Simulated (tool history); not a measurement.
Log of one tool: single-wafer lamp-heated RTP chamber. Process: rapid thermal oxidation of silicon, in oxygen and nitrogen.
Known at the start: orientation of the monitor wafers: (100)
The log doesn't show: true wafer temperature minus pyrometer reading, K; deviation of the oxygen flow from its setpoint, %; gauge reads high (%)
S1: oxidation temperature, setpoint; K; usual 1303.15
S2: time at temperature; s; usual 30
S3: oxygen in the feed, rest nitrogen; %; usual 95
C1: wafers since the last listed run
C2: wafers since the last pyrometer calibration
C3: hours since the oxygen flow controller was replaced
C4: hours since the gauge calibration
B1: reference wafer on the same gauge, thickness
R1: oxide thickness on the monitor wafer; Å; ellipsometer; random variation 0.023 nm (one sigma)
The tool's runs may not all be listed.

run,day,S1,S2,S3,C1,C2,C3,C4,B1,R1
1,0,1303.15,30,95,0,4970,5082.2,351.9,4.219,53.36
2,0.762,1280.15,30,95,188,5159,5100.5,370.2,4.223,45.49
3,1.608,1312.15,30,98,209,5368,5120.8,390.5,4.22,57.51
4,2.396,1303.15,30,95,195,5563,5139.7,409.4,4.221,53.38
5,3.583,1303.15,30,95,294,5858,5168.2,437.9,4.219,53.9
6,4.508,1303.15,24,95,229,6087,5190.4,460.1,4.221,48.88
7,5.162,1303.15,30,95,162,6249,5206.1,475.8,4.223,53.84
8,6.504,1303.15,30,95,332,6582,5238.3,508,4.221,53.94
9,7.308,1303.15,30,95,199,6781,5257.6,527.3,4.219,54.65
10,8.092,1303.15,30,95,194,6975,5276.4,546.1,4.222,54.27
11,8.625,1292.15,30,95,132,7107,5289.2,558.9,4.224,50.37
12,10.071,1292.15,30,95,358,7465,5323.9,593.6,4.22,50.04
# day 10.962: pyrometer window cleaned and pyrometer calibrated
13,12.583,1277.15,36,80,540,401,5384.2,653.9,4.219,47.84
# day 13.058: oxygen flow controller replaced
14,13.142,1278.15,43,76,55,457,2,667.3,4.22,50.81
15,14.117,1303.15,30,95,241,698,25.4,690.7,4.217,56.44
16,14.667,1303.15,30,95,136,835,38.6,703.9,4.22,56.43
# day 14.692: gauge calibrated
# day 15.433: pyrometer window cleaned and pyrometer calibrated, repeated, since the last time left the tool worse
17,16.112,1331.15,24,98,275,168,73.3,34.1,4.22,58.67
18,16.925,1303.15,30,95,201,369,92.8,53.6,4.226,52.67
19,18.4,1303.15,37,98,365,735,128.2,89,4.222,58.12
20,19.496,1312.15,17,98,271,1006,154.5,115.3,4.219,44.94
21,20.054,1314.15,40,95,138,1145,167.9,128.7,4.221,64.77

Run 22 comes next. What will it give?
22,20.571,1314.15,24,95,128,1273,180.3,141.1,?,?

Run 22 gave B1 4.226, R1 52.6 Å.
Without the tool's hidden state the same run would have given R1 52.28 Å.

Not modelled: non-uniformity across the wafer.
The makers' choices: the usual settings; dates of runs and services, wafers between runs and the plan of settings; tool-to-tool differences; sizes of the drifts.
